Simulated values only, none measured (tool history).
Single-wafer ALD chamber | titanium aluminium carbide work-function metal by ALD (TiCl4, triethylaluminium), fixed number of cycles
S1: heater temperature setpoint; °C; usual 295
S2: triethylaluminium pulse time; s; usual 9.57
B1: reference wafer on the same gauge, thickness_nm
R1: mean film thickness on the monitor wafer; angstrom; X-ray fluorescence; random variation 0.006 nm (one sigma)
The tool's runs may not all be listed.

run,hour,S1,S2,B1,R1
1,0,295,9.57,1.852,17.51
2,71.9,295,9.57,1.852,17.48
3,121.5,295,9.57,1.852,17.42
4,160.6,295,9.57,1.849,17.45
5,188.2,295,9.57,1.85,17.38
6,245.6,295,7.3,1.848,16.4
# hour 417: gauge calibrated
7,459.6,295,7.3,1.849,16.45
8,517.5,283,9.57,1.849,16.56
# hour 552.5: showerhead replaced
9,553.1,283,9.57,1.849,16.59
# hour 592.4: thermocouple changed; heater temperature recalibrated
10,617.9,295,7.87,1.85,16.7
11,669.6,295,7.87,1.85,16.66
# hour 779.9: triethylaluminium bottle replaced
12,835.1,283,10.82,1.851,17.04
13,879.8,295,8.34,1.85,17.18
14,910.3,299,6.08,1.852,16.07
15,934.4,286,12.71,1.85,17.49
16,990.2,295,9.57,1.85,17.44

The next listed run, before its measurement:
17,1044.5,295,7.3,?,?

{"run 17": {"B1": 1.854, "R1": 16.59}}
Without the tool's hidden state the same run would have given R1 16.88 angstrom.

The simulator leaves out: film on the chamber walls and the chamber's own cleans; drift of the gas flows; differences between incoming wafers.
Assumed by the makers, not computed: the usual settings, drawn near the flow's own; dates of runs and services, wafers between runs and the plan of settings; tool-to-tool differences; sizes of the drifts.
